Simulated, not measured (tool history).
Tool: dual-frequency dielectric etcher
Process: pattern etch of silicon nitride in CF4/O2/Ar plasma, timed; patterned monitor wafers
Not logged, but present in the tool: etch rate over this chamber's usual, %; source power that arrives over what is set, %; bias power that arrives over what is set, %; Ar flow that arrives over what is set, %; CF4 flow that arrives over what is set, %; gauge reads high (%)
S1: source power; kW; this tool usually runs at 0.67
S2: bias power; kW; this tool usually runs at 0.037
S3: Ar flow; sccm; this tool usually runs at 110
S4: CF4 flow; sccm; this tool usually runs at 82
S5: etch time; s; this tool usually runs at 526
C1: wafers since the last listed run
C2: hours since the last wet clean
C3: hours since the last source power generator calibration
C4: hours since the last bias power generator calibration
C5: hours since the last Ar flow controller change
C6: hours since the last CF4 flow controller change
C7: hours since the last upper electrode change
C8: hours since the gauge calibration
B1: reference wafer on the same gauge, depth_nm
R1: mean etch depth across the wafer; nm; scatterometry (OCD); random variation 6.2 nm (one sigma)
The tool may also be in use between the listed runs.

run 1 hour=0 | S1=0.74 S2=0.032 S3=83 S4=82 S5=390 | C1=0 C2=303.6 C3=1948 C4=2807.5 C5=3794.4 C6=2755.2 C7=179.9 C8=2551.3 | B1=1131 | R1=896.7
run 2 hour=40.1 | S1=0.67 S2=0.041 S3=94 S4=74 S5=526 | C1=158 C2=343.7 C3=1988.1 C4=2847.6 C5=3834.5 C6=2795.3 C7=220 C8=2591.4 | B1=1128.2 | R1=1215.7
run 3 hour=106.5 | S1=0.67 S2=0.034 S3=110 S4=96 S5=589 | C1=261 C2=410.1 C3=2054.5 C4=2914 C5=3900.9 C6=2861.7 C7=286.4 C8=2657.8 | B1=1126.9 | R1=1218.1
run 4 hour=209.8 | S1=0.67 S2=0.044 S3=110 S4=82 S5=526 | C1=407 C2=513.4 C3=2157.8 C4=3017.3 C5=4004.2 C6=2965 C7=389.7 C8=2761.1 | B1=1123.4 | R1=1224.6
-- hour=230.9 CF4 flow controller replaced
run 5 hour=268.4 | S1=0.75 S2=0.037 S3=110 S4=82 S5=654 | C1=207 C2=572 C3=2216.4 C4=3075.9 C5=4062.8 C6=37.5 C7=448.3 C8=2819.7 | B1=1120.2 | R1=1565.6
run 6 hour=343.6 | S1=0.72 S2=0.03 S3=110 S4=82 S5=526 | C1=296 C2=647.2 C3=2291.6 C4=3151.1 C5=4138 C6=112.7 C7=523.5 C8=2894.9 | B1=1120.3 | R1=1080.5
-- hour=346.1 gauge calibrated
run 7 hour=417.3 | S1=0.59 S2=0.037 S3=110 S4=99 S5=526 | C1=290 C2=720.9 C3=2365.3 C4=3224.8 C5=4211.7 C6=186.4 C7=597.2 C8=71.2 | B1=1165.4 | R1=1032.2
-- hour=496.7 wet clean of the chamber
-- hour=504.4 bias power generator calibrated
run 8 hour=504.9 | S1=0.67 S2=0.045 S3=110 S4=82 S5=526 | C1=235 C2=8.2 C3=2452.9 C4=0.5 C5=4299.3 C6=274 C7=684.8 C8=158.8 | B1=1166.2 | R1=1285.2
-- hour=554.3 source power generator calibrated
run 9 hour=705.8 | S1=0.6 S2=0.037 S3=93 S4=82 S5=526 | C1=776 C2=209.1 C3=151.5 C4=201.4 C5=4500.2 C6=474.9 C7=885.7 C8=359.7 | B1=1159 | R1=1053
run 10 hour=747 | S1=0.67 S2=0.037 S3=110 S4=93 S5=643.5 | C1=162 C2=250.3 C3=192.7 C4=242.6 C5=4541.4 C6=516.1 C7=926.9 C8=400.9 | B1=1160 | R1=1452.2
run 11 hour=814.5 | S1=0.74 S2=0.042 S3=110 S4=90 S5=526 | C1=266 C2=317.8 C3=260.2 C4=310.1 C5=4608.9 C6=583.6 C7=994.4 C8=468.4 | B1=1155.1 | R1=1386.9
run 12 hour=893.7 | S1=0.67 S2=0.037 S3=119 S4=82 S5=406 | C1=312 C2=397 C3=339.4 C4=389.3 C5=4688.1 C6=662.8 C7=1073.6 C8=547.6 | B1=1157.4 | R1=871.7
run 13 hour=962.6 | S1=0.61 S2=0.037 S3=98 S4=82 S5=526 | C1=271 C2=465.9 C3=408.3 C4=458.2 C5=4757 C6=731.7 C7=1142.5 C8=616.5 | B1=1157.1 | R1=1059.4
run 14 hour=1014.2 | S1=0.6 S2=0.037 S3=93 S4=82 S5=526 | C1=203 C2=517.5 C3=459.9 C4=509.8 C5=4808.6 C6=783.3 C7=1194.1 C8=668.1 | B1=1154.6 | R1=1046.8
-- hour=1067.4 Ar flow controller replaced
-- hour=1109.2 wet clean of the chamber
run 15 hour=1109.7 | S1=0.61 S2=0.037 S3=110 S4=82 S5=526 | C1=258 C2=0.5 C3=555.4 C4=605.3 C5=42.3 C6=878.8 C7=1289.6 C8=763.6 | B1=1149.7 | R1=1041
run 16 hour=1187.1 | S1=0.82 S2=0.041 S3=110 S4=74 S5=526 | C1=305 C2=77.9 C3=632.8 C4=682.7 C5=119.7 C6=956.2 C7=1367 C8=841 | B1=1149 | R1=1474.5
run 17 hour=1280.2 | S1=0.67 S2=0.037 S3=110 S4=82 S5=526 | C1=367 C2=171 C3=725.9 C4=775.8 C5=212.8 C6=1049.3 C7=1460.1 C8=934.1 | B1=1149.2 | R1=1142.7
run 18 hour=1366.2 | S1=0.81 S2=0.042 S3=110 S4=82 S5=526 | C1=339 C2=257 C3=811.9 C4=861.8 C5=298.8 C6=1135.3 C7=1546.1 C8=1020.1 | B1=1147.7 | R1=1489.4
run 19 hour=1433.1 | S1=0.67 S2=0.029 S3=123 S4=82 S5=415.5 | C1=263 C2=323.9 C3=878.8 C4=928.7 C5=365.7 C6=1202.2 C7=1613 C8=1087 | B1=1143.3 | R1=775.9
run 20 hour=1488.7 | S1=0.67 S2=0.037 S3=110 S4=82 S5=526 | C1=219 C2=379.5 C3=934.4 C4=984.3 C5=421.3 C6=1257.8 C7=1668.6 C8=1142.6 | B1=1144.7 | R1=1137.9
run 21 hour=1775.1 | S1=0.67 S2=0.037 S3=110 S4=82 S5=526 | C1=1129 C2=665.9 C3=1220.8 C4=1270.7 C5=707.7 C6=1544.2 C7=1955 C8=1429 | B1=1138.1 | R1=1143.5
run 22 hour=1836.1 | S1=0.52 S2=0.037 S3=97 S4=82 S5=526 | C1=240 C2=726.9 C3=1281.8 C4=1331.7 C5=768.7 C6=1605.2 C7=2016 C8=1490 | B1=1136.9 | R1=881.9

Below are 3 alternative next runs, each starting from the tool's condition after run 22. Predict each:
run A hour=1836.7 | S1=0.67 S2=0.037 S3=110 S4=82 S5=526 | C1=2 C2=727.5 C3=1282.4 C4=1332.3 C5=769.3 C6=1605.8 C7=2016.6 C8=1490.6 | B1=? | R1=?
run B hour=1836.7 | S1=0.67 S2=0.045 S3=117 S4=82 S5=403.5 | C1=2 C2=727.5 C3=1282.4 C4=1332.3 C5=769.3 C6=1605.8 C7=2016.6 C8=1490.6 | B1=? | R1=?
run C hour=1836.7 | S1=0.67 S2=0.037 S3=92 S4=82 S5=476.5 | C1=2 C2=727.5 C3=1282.4 C4=1332.3 C5=769.3 C6=1605.8 C7=2016.6 C8=1490.6 | B1=? | R1=?

run=A B1=1137.8 R1=1140
run=B B1=1137.8 R1=960.5
run=C B1=1137.8 R1=1063.4
With no hidden state in the tool, these same runs would have given:
run=A R1=1172.5
run=B R1=987.9
run=C R1=1093.7
